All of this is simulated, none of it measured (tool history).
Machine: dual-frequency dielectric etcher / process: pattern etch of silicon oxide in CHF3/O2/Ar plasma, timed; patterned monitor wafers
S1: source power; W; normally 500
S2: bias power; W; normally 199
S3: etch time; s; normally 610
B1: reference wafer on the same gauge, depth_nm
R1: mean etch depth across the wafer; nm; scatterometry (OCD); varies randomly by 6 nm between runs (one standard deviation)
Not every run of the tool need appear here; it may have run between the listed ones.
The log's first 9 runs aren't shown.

{"run": 10, "hour": 109.9, "S1": 610, "S2": 212, "S3": 610, "B1": 1230.3, "R1": 1249.3}
{"run": 11, "hour": 127.9, "S1": 550, "S2": 199, "S3": 610, "B1": 1229, "R1": 1189.1}
{"hour": 151.2, "done": "source power generator calibrated"}
{"hour": 159.9, "done": "wet clean of the chamber"}
{"run": 12, "hour": 160.4, "S1": 400, "S2": 223, "S3": 554.5, "B1": 1230.7, "R1": 975.6}
{"run": 13, "hour": 160.9, "S1": 500, "S2": 199, "S3": 610, "B1": 1229.8, "R1": 1121.3}
{"run": 14, "hour": 161.4, "S1": 460, "S2": 218, "S3": 563, "B1": 1229.5, "R1": 1029}
{"run": 15, "hour": 174.8, "S1": 600, "S2": 199, "S3": 610, "B1": 1230.3, "R1": 1192}
{"hour": 203.2, "done": "upper electrode replaced"}
{"run": 16, "hour": 203.7, "S1": 400, "S2": 223, "S3": 554.5, "B1": 1230.9, "R1": 974.9}
{"run": 17, "hour": 204.2, "S1": 500, "S2": 244, "S3": 610, "B1": 1229.5, "R1": 1161.1}
{"run": 18, "hour": 211.3, "S1": 590, "S2": 217, "S3": 734, "B1": 1229.2, "R1": 1462.8}
{"run": 19, "hour": 223.7, "S1": 500, "S2": 199, "S3": 610, "B1": 1231.5, "R1": 1118.2}
{"run": 20, "hour": 236.6, "S1": 590, "S2": 199, "S3": 610, "B1": 1230.4, "R1": 1188.5}
{"run": 21, "hour": 254.0, "S1": 500, "S2": 199, "S3": 473.5, "B1": 1230.6, "R1": 881.8}
{"hour": 258.3, "done": "gauge calibrated"}
{"run": 22, "hour": 263.7, "S1": 620, "S2": 199, "S3": 758, "B1": 1230.6, "R1": 1503.7}
{"run": 23, "hour": 277.8, "S1": 390, "S2": 151, "S3": 610, "B1": 1230.7, "R1": 978}
{"run": 24, "hour": 291.1, "S1": 500, "S2": 199, "S3": 610, "B1": 1228.9, "R1": 1127.5}
{"run": 25, "hour": 304.5, "S1": 540, "S2": 199, "S3": 610, "B1": 1230.7, "R1": 1151.6}
{"run": 26, "hour": 313.8, "S1": 600, "S2": 199, "S3": 442, "B1": 1228.9, "R1": 868.6}
{"run": 27, "hour": 328.8, "S1": 440, "S2": 220, "S3": 610, "B1": 1229.9, "R1": 1099.7}
{"run": 28, "hour": 337.9, "S1": 500, "S2": 199, "S3": 472, "B1": 1229.7, "R1": 874.8}
{"run": 29, "hour": 349.8, "S1": 500, "S2": 199, "S3": 610, "B1": 1230.4, "R1": 1130.5}
{"run": 30, "hour": 366.0, "S1": 500, "S2": 218, "S3": 610, "B1": 1230.8, "R1": 1148.2}
{"run": 31, "hour": 375.8, "S1": 500, "S2": 156, "S3": 457.5, "B1": 1229.8, "R1": 810.8}

Each row is a separate what-if for the run after 31, all from the same tool condition, not one after another. Results?
{"run": "A", "hour": 376.4, "S1": 500, "S2": 227, "S3": 610, "B1": "?", "R1": "?"}
{"run": "B", "hour": 376.4, "S1": 590, "S2": 225, "S3": 741.5, "B1": "?", "R1": "?"}
{"run": "C", "hour": 376.4, "S1": 540, "S2": 177, "S3": 503.5, "B1": "?", "R1": "?"}

run=A B1=1229.2 R1=1166.3
run=B B1=1229.2 R1=1493.3
run=C B1=1229.2 R1=939.9
Stripped of hidden state, with their random variation kept, the same runs would have yielded:
run=A R1=1151.3
run=B R1=1474.1
run=C R1=927.8

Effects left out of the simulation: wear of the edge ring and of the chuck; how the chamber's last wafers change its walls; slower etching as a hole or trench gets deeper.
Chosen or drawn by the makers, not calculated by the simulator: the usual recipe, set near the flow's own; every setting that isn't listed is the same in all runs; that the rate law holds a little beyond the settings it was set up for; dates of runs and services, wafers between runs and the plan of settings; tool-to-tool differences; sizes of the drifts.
